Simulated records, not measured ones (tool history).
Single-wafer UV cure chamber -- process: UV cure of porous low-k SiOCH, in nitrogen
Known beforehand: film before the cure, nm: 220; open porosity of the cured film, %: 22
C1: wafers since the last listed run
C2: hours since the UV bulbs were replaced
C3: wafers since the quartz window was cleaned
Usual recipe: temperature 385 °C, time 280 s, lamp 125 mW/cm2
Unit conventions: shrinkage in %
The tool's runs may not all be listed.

Run 1, hour 0.0: usual settings; C1 0; C2 941.7; C3 1170. Result: shrinkage 13.278 %.
Run 2, hour 39.7: usual settings; C1 251; C2 981.4; C3 1421. Result: shrinkage 13.220 %.
Run 3, hour 106.2: usual settings; C1 421; C2 1047.9; C3 1842. Result: shrinkage 13.234 %.
Run 4, hour 202.0: usual settings but time 220 s, lamp 134 mW/cm2; C1 606; C2 1143.7; C3 2448. Result: shrinkage 11.761 %.
Run 5, hour 276.2: usual settings but temperature 400 °C; C1 469; C2 1217.9; C3 2918. Result: shrinkage 12.738 %.
Run 6, hour 341.0: usual settings but temperature 400 °C; C1 410; C2 1282.7; C3 3328. Result: shrinkage 12.482 %.
At hour 370.3: quartz window cleaned.
Run 7, hour 380.0: usual settings but temperature 396 °C, lamp 149 mW/cm2; C1 196; C2 1321.7; C3 61. Result: shrinkage 13.182 %.
At hour 458.3: UV bulbs replaced.
Run 8, hour 458.8: usual settings; C1 448; C2 0.5; C3 509. Result: shrinkage 14.098 %.
Run 9, hour 542.2: usual settings; C1 528; C2 83.9; C3 1037. Result: shrinkage 14.007 %.
Run 10, hour 619.1: usual settings but temperature 372 °C, lamp 140 mW/cm2; C1 486; C2 160.8; C3 1524. Result: shrinkage 14.287 %.
Run 11, hour 665.0: usual settings; C1 290; C2 206.7; C3 1814. Result: shrinkage 14.283 %.
Run 12, hour 746.9: usual settings; C1 518; C2 288.6; C3 2333. Result: shrinkage 13.954 %.
At hour 836.8: quartz window cleaned.
Run 13, hour 837.3: usual settings but lamp 150 mW/cm2; C1 521; C2 379.0; C3 2. Result: shrinkage 14.700 %.
Run 14, hour 874.1: usual settings but temperature 402 °C; C1 232; C2 415.8; C3 235. Result: shrinkage 14.469 %.
Run 15, hour 965.5: usual settings but time 190 s; C1 578; C2 507.2; C3 814. Result: shrinkage 12.159 %.
Run 16, hour 1016.3: usual settings; C1 321; C2 558.0; C3 1136. Result: shrinkage 13.605 %.

What does the tool deliver on the next run?
Run 17, hour 1074.4: usual settings but temperature 390 °C, time 150 s, lamp 108 mW/cm2; C1 367; C2 616.1; C3 1503. Result: shrinkage ?.

Run 17 came out at shrinkage 10.278 %.
Take away the tool's hidden state, keep the run-to-run variation as it was, and the same run would have given shrinkage 10.969 %.

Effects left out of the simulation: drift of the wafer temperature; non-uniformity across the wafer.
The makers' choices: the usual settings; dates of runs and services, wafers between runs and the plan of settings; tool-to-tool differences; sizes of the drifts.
